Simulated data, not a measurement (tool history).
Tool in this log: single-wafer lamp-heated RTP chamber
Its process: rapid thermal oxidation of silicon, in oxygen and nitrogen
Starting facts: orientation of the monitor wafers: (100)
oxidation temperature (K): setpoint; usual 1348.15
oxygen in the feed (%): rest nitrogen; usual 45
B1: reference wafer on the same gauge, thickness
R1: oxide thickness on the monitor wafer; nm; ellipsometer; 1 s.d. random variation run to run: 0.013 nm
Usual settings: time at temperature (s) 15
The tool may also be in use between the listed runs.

{"run": 1, "day": 0.0, "oxidation temperature (K)": 1348.15, "time at temperature (s)": 15, "oxygen in the feed (%)": 45, "B1": 4.853, "R1": 4.318}
{"run": 2, "day": 3.979, "oxidation temperature (K)": 1348.15, "time at temperature (s)": 15, "oxygen in the feed (%)": 45, "B1": 4.827, "R1": 4.29}
{"run": 3, "day": 5.962, "oxidation temperature (K)": 1358.15, "time at temperature (s)": 15, "oxygen in the feed (%)": 45, "B1": 4.822, "R1": 4.545}
{"run": 4, "day": 10.204, "oxidation temperature (K)": 1358.15, "time at temperature (s)": 15, "oxygen in the feed (%)": 45, "B1": 4.799, "R1": 4.544}
{"run": 5, "day": 13.5, "oxidation temperature (K)": 1358.15, "time at temperature (s)": 15, "oxygen in the feed (%)": 45, "B1": 4.786, "R1": 4.532}
{"run": 6, "day": 16.712, "oxidation temperature (K)": 1348.15, "time at temperature (s)": 15, "oxygen in the feed (%)": 45, "B1": 4.777, "R1": 4.237}
{"run": 7, "day": 18.95, "oxidation temperature (K)": 1360.15, "time at temperature (s)": 15, "oxygen in the feed (%)": 45, "B1": 4.775, "R1": 4.563}
{"run": 8, "day": 20.892, "oxidation temperature (K)": 1360.15, "time at temperature (s)": 15, "oxygen in the feed (%)": 45, "B1": 4.759, "R1": 4.578}
{"run": 9, "day": 25.142, "oxidation temperature (K)": 1348.15, "time at temperature (s)": 17, "oxygen in the feed (%)": 29, "B1": 4.753, "R1": 3.839}
{"run": 10, "day": 29.121, "oxidation temperature (K)": 1348.15, "time at temperature (s)": 17, "oxygen in the feed (%)": 29, "B1": 4.744, "R1": 3.836}
{"run": 11, "day": 32.9, "oxidation temperature (K)": 1348.15, "time at temperature (s)": 15, "oxygen in the feed (%)": 64, "B1": 4.742, "R1": 4.773}
{"run": 12, "day": 36.783, "oxidation temperature (K)": 1348.15, "time at temperature (s)": 15, "oxygen in the feed (%)": 64, "B1": 4.735, "R1": 4.726}
{"run": 13, "day": 39.038, "oxidation temperature (K)": 1348.15, "time at temperature (s)": 15, "oxygen in the feed (%)": 64, "B1": 4.741, "R1": 4.751}
{"run": 14, "day": 42.379, "oxidation temperature (K)": 1348.15, "time at temperature (s)": 15, "oxygen in the feed (%)": 45, "B1": 4.728, "R1": 4.23}
{"run": 15, "day": 45.117, "oxidation temperature (K)": 1348.15, "time at temperature (s)": 15, "oxygen in the feed (%)": 45, "B1": 4.721, "R1": 4.204}
{"run": 16, "day": 48.296, "oxidation temperature (K)": 1370.15, "time at temperature (s)": 19, "oxygen in the feed (%)": 73, "B1": 4.729, "R1": 6.22}
{"run": 17, "day": 52.262, "oxidation temperature (K)": 1318.15, "time at temperature (s)": 19, "oxygen in the feed (%)": 73, "B1": 4.721, "R1": 4.443}
{"run": 18, "day": 54.204, "oxidation temperature (K)": 1356.15, "time at temperature (s)": 19, "oxygen in the feed (%)": 36, "B1": 4.72, "R1": 4.467}
{"run": 19, "day": 57.133, "oxidation temperature (K)": 1368.15, "time at temperature (s)": 8, "oxygen in the feed (%)": 34, "B1": 4.708, "R1": 3.459}
{"run": 20, "day": 59.208, "oxidation temperature (K)": 1334.15, "time at temperature (s)": 10, "oxygen in the feed (%)": 28, "B1": 4.708, "R1": 2.947}
{"run": 21, "day": 63.646, "oxidation temperature (K)": 1348.15, "time at temperature (s)": 15, "oxygen in the feed (%)": 65, "B1": 4.707, "R1": 4.728}
{"run": 22, "day": 65.417, "oxidation temperature (K)": 1348.15, "time at temperature (s)": 15, "oxygen in the feed (%)": 45, "B1": 4.711, "R1": 4.185}
{"run": 23, "day": 69.438, "oxidation temperature (K)": 1367.15, "time at temperature (s)": 10, "oxygen in the feed (%)": 60, "B1": 4.708, "R1": 4.473}
{"run": 24, "day": 72.95, "oxidation temperature (K)": 1337.15, "time at temperature (s)": 9, "oxygen in the feed (%)": 45, "B1": 4.869, "R1": 3.378}
{"run": 25, "day": 75.754, "oxidation temperature (K)": 1348.15, "time at temperature (s)": 15, "oxygen in the feed (%)": 45, "B1": 4.859, "R1": 4.31}
{"run": 26, "day": 78.138, "oxidation temperature (K)": 1366.15, "time at temperature (s)": 15, "oxygen in the feed (%)": 45, "B1": 4.844, "R1": 4.784}
{"run": 27, "day": 80.212, "oxidation temperature (K)": 1348.15, "time at temperature (s)": 13, "oxygen in the feed (%)": 65, "B1": 4.83, "R1": 4.629}
{"run": 28, "day": 82.542, "oxidation temperature (K)": 1348.15, "time at temperature (s)": 18, "oxygen in the feed (%)": 45, "B1": 4.824, "R1": 4.633}
{"run": 29, "day": 85.708, "oxidation temperature (K)": 1348.15, "time at temperature (s)": 15, "oxygen in the feed (%)": 45, "B1": 4.811, "R1": 4.263}
{"run": 30, "day": 90.096, "oxidation temperature (K)": 1335.15, "time at temperature (s)": 18, "oxygen in the feed (%)": 61, "B1": 4.795, "R1": 4.681}
{"run": 31, "day": 93.292, "oxidation temperature (K)": 1368.15, "time at temperature (s)": 15, "oxygen in the feed (%)": 67, "B1": 4.786, "R1": 5.492}

Not shown: 5 entries that the log had between the listed runs. Between which runs, and how does the tool's hidden state differ before and after?
Run 2 -> run 3: pyrometer window cleaned and pyrometer calibrated (day 4.471)
  gauge reads high (%): -1.02 -> -1.23
  the result without the hidden state subtracted from the measured one, R1: -0.044 -> -0.056 nm
Run 11 -> run 12: oxygen flow controller replaced (day 36.662)
  gauge reads high (%): -2.87 -> -2.99
  the result without the hidden state subtracted from the measured one, R1: -0.141 -> -0.146 nm
Run 16 -> run 17: pyrometer window cleaned and pyrometer calibrated (day 51.633)
  gauge reads high (%): -3.25 -> -3.31
  the result without the hidden state subtracted from the measured one, R1: -0.209 -> -0.152 nm
Run 23 -> run 24: gauge calibrated (day 69.858)
  gauge reads high (%): -3.5 -> -0.0857
  the result without the hidden state subtracted from the measured one, R1: -0.162 -> -0.003 nm
Run 30 -> run 31: pyrometer window cleaned and pyrometer calibrated (day 91.617)
  gauge reads high (%): -1.75 -> -1.95
  the result without the hidden state subtracted from the measured one, R1: -0.084 -> -0.109 nm
